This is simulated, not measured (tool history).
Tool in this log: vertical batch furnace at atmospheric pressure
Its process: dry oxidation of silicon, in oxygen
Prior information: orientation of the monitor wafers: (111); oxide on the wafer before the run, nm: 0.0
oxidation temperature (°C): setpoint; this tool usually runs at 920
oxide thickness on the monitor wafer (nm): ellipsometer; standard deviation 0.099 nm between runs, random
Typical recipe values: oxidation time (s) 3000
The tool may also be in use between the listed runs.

run	hour	oxidation temperature (°C)	oxidation time (s)	wafers since the last listed run	hours since the last temperature calibration	hours since the boat lift was adjusted	hours since the gauge calibration	read-back reference wafer on the same gauge, thickness	oxide thickness on the monitor wafer (nm)
1	0.0	920	3000	0	2468.3	1154.7	1021.2	30.89	33.90
2	71.8	920	2430	1328	2540.1	1226.5	1093.0	30.89	29.26
3	122.0	932	1980	928	2590.3	1276.7	1143.2	30.89	28.31
4	188.3	932	1980	1226	2656.6	1343.0	1209.5	30.91	28.40
5	259.1	932	1980	1309	2727.4	1413.8	1280.3	30.89	28.39
6	339.1	920	3000	1480	2807.4	1493.8	1360.3	30.88	33.82
7	444.1	920	3000	1942	2912.4	1598.8	1465.3	30.90	33.68
8	541.7	920	3000	1805	3010.0	1696.4	1562.9	30.88	33.89
9	648.1	900	3000	1968	3116.4	1802.8	1669.3	30.89	27.73
10	746.5	920	3000	1820	3214.8	1901.2	1767.7	30.89	33.79
# hour 858.8: thermocouples replaced and temperature profile calibrated
# hour 1043.8: gauge calibrated
11	1067.0	920	3000	5486	208.2	2221.7	23.2	30.89	32.13
# hour 1129.7: boat lift adjusted
12	1165.9	920	3000	1385	307.1	36.2	122.1	30.89	32.66
13	1259.6	901	1740	1733	400.8	129.9	215.8	30.90	18.57
14	1325.8	911	3000	1224	467.0	196.1	282.0	30.90	30.01
15	1405.3	940	1890	1470	546.5	275.6	361.5	30.90	28.71
16	1451.0	920	3000	845	592.2	321.3	407.2	30.88	32.78
17	1531.0	903	1800	1480	672.2	401.3	487.2	30.91	19.44
18	1573.6	920	3000	788	714.8	443.9	529.8	30.90	32.98
19	1640.6	905	3000	1239	781.8	510.9	596.8	30.90	28.48
20	1712.7	908	4350	1334	853.9	583.0	668.9	30.90	38.15
21	1779.4	920	1950	1234	920.6	649.7	735.6	30.89	24.59
22	1848.3	907	4350	1274	989.5	718.6	804.5	30.92	37.61
23	1938.3	920	3000	1665	1079.5	808.6	894.5	30.90	33.09
24	2005.7	933	3000	1247	1146.9	876.0	961.9	30.91	37.49

What if the next run were any one of these 3? Each begins from the tool's condition after run 24:
A	2009.4	920	3000	68	1150.6	879.7	965.6	?	?
B	2009.4	904	3000	68	1150.6	879.7	965.6	?	?
C	2009.4	908	2400	68	1150.6	879.7	965.6	?	?

run	read-back reference wafer on the same gauge, thickness	oxide thickness on the monitor wafer (nm)
A	30.90	33.09
B	30.90	28.21
C	30.90	25.17
Without the tool's hidden state the same runs would have given:
run	oxide thickness on the monitor wafer (nm)
A	32.80
B	27.95
C	24.94

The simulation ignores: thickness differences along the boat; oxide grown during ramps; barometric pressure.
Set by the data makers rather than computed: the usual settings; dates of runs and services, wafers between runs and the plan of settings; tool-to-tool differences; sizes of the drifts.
